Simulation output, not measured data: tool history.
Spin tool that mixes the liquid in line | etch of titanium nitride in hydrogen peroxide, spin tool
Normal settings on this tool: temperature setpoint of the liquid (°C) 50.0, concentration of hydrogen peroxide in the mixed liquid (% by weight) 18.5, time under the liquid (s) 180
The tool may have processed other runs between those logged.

| run | hour | temperature setpoint of the liquid (°C) | concentration of hydrogen peroxide in the mixed liquid (% by weight) | time under the liquid (s) | wafers since the last listed run | hours since the thermometer was replaced | hours since the peroxide flow meter was replaced | hours since the heated supply line was repaired | hours since the drum of peroxide was connected | hours since the gauge calibration | read-back film thickness of the titanium nitride reference wafer, read on the same gauge (nm) | thickness taken off the titanium nitride on a monitor wafer (nm) |
|---|---|---|---|---|---|---|---|---|---|---|---|---|
| 1 | 0.0 | 50.0 | 18.5 | 180 | 0 | 2360.3 | 1761.8 | 2442.9 | 611.6 | 361.8 | 40.007 | 3.167 |
| 2 | 11.1 | 50.0 | 18.5 | 180 | 55 | 2371.4 | 1772.9 | 2454.0 | 622.7 | 372.9 | 39.990 | 3.132 |
| 3 | 21.8 | 44.0 | 18.5 | 180 | 53 | 2382.1 | 1783.6 | 2464.7 | 633.4 | 383.6 | 39.998 | 2.000 |
| 4 | 35.0 | 44.0 | 18.5 | 180 | 66 | 2395.3 | 1796.8 | 2477.9 | 646.6 | 396.8 | 40.022 | 1.992 |
| 5 | 50.3 | 44.0 | 18.5 | 180 | 76 | 2410.6 | 1812.1 | 2493.2 | 661.9 | 412.1 | 39.976 | 1.996 |
| 6 | 67.8 | 50.0 | 20.5 | 180 | 87 | 2428.1 | 1829.6 | 2510.7 | 679.4 | 429.6 | 39.997 | 3.166 |
|  | 71.1 | heated supply line repaired |
| 7 | 95.9 | 53.0 | 17.0 | 180 | 135 | 2456.2 | 1857.7 | 24.8 | 707.5 | 457.7 | 40.005 | 5.065 |
|  | 102.4 | gauge calibrated |
| 8 | 107.6 | 50.0 | 18.5 | 105 | 58 | 2467.9 | 1869.4 | 36.5 | 719.2 | 5.2 | 39.999 | 2.450 |
| 9 | 129.9 | 50.0 | 14.5 | 110 | 111 | 2490.2 | 1891.7 | 58.8 | 741.5 | 27.5 | 40.002 | 2.461 |
|  | 140.5 | thermometer replaced |
| 10 | 147.8 | 50.0 | 16.5 | 180 | 84 | 7.3 | 1909.6 | 76.7 | 759.4 | 45.4 | 40.017 | 4.024 |
| 11 | 154.5 | 50.0 | 18.5 | 70 | 33 | 14.0 | 1916.3 | 83.4 | 766.1 | 52.1 | 40.018 | 1.621 |
|  | 159.1 | peroxide flow meter replaced |
| 12 | 172.2 | 53.0 | 18.5 | 180 | 83 | 31.7 | 13.1 | 101.1 | 783.8 | 69.8 | 40.008 | 5.137 |
| 13 | 181.9 | 44.0 | 18.5 | 180 | 48 | 41.4 | 22.8 | 110.8 | 793.5 | 79.5 | 40.016 | 2.651 |
| 14 | 194.8 | 50.0 | 18.5 | 180 | 64 | 54.3 | 35.7 | 123.7 | 806.4 | 92.4 | 39.996 | 4.173 |
| 15 | 202.0 | 44.5 | 22.0 | 215 | 36 | 61.5 | 42.9 | 130.9 | 813.6 | 99.6 | 39.996 | 3.453 |
|  | 206.9 | new drum of peroxide connected |
| 16 | 216.1 | 42.0 | 22.0 | 135 | 65 | 75.6 | 57.0 | 145.0 | 9.2 | 113.7 | 39.992 | 1.764 |
| 17 | 231.8 | 50.0 | 18.5 | 215 | 78 | 91.3 | 72.7 | 160.7 | 24.9 | 129.4 | 39.993 | 4.974 |
| 18 | 241.8 | 58.5 | 18.5 | 280 | 50 | 101.3 | 82.7 | 170.7 | 34.9 | 139.4 | 40.005 | 11.760 |
| 19 | 251.7 | 58.0 | 18.5 | 180 | 49 | 111.2 | 92.6 | 180.6 | 44.8 | 149.3 | 39.995 | 7.357 |
| 20 | 265.3 | 55.5 | 20.5 | 180 | 68 | 124.8 | 106.2 | 194.2 | 58.4 | 162.9 | 40.004 | 6.244 |
| 21 | 280.6 | 50.0 | 18.5 | 265 | 76 | 140.1 | 121.5 | 209.5 | 73.7 | 178.2 | 40.024 | 6.020 |
| 22 | 297.6 | 50.0 | 18.5 | 180 | 85 | 157.1 | 138.5 | 226.5 | 90.7 | 195.2 | 39.973 | 4.094 |
| 23 | 304.0 | 58.5 | 18.5 | 280 | 32 | 163.5 | 144.9 | 232.9 | 97.1 | 201.6 | 39.986 | 11.662 |
| 24 | 311.9 | 56.0 | 14.0 | 290 | 39 | 171.4 | 152.8 | 240.8 | 105.0 | 209.5 | 39.963 | 9.616 |
| 25 | 326.5 | 58.0 | 15.0 | 285 | 73 | 186.0 | 167.4 | 255.4 | 119.6 | 224.1 | 40.004 | 11.001 |

Branching from run 25: 4 alternative next runs. What would each branch give?
| A | 327.0 | 50.0 | 18.5 | 180 | 2 | 186.5 | 167.9 | 255.9 | 120.1 | 224.6 | ? | ? |
| B | 327.0 | 50.0 | 23.0 | 180 | 2 | 186.5 | 167.9 | 255.9 | 120.1 | 224.6 | ? | ? |
| C | 327.0 | 53.5 | 23.5 | 180 | 2 | 186.5 | 167.9 | 255.9 | 120.1 | 224.6 | ? | ? |
| D | 327.0 | 56.5 | 21.0 | 180 | 2 | 186.5 | 167.9 | 255.9 | 120.1 | 224.6 | ? | ? |

| run | read-back film thickness of the titanium nitride reference wafer, read on the same gauge (nm) | thickness taken off the titanium nitride on a monitor wafer (nm) |
|---|---|---|
| A | 40.000 | 4.099 |
| B | 40.000 | 4.295 |
| C | 40.000 | 5.553 |
| D | 40.000 | 6.700 |
The same runs, with their run-to-run variation unchanged, on a tool lacking any hidden condition would have given:
| run | thickness taken off the titanium nitride on a monitor wafer (nm) |
|---|---|
| A | 4.543 |
| B | 4.761 |
| C | 6.142 |
| D | 7.397 |

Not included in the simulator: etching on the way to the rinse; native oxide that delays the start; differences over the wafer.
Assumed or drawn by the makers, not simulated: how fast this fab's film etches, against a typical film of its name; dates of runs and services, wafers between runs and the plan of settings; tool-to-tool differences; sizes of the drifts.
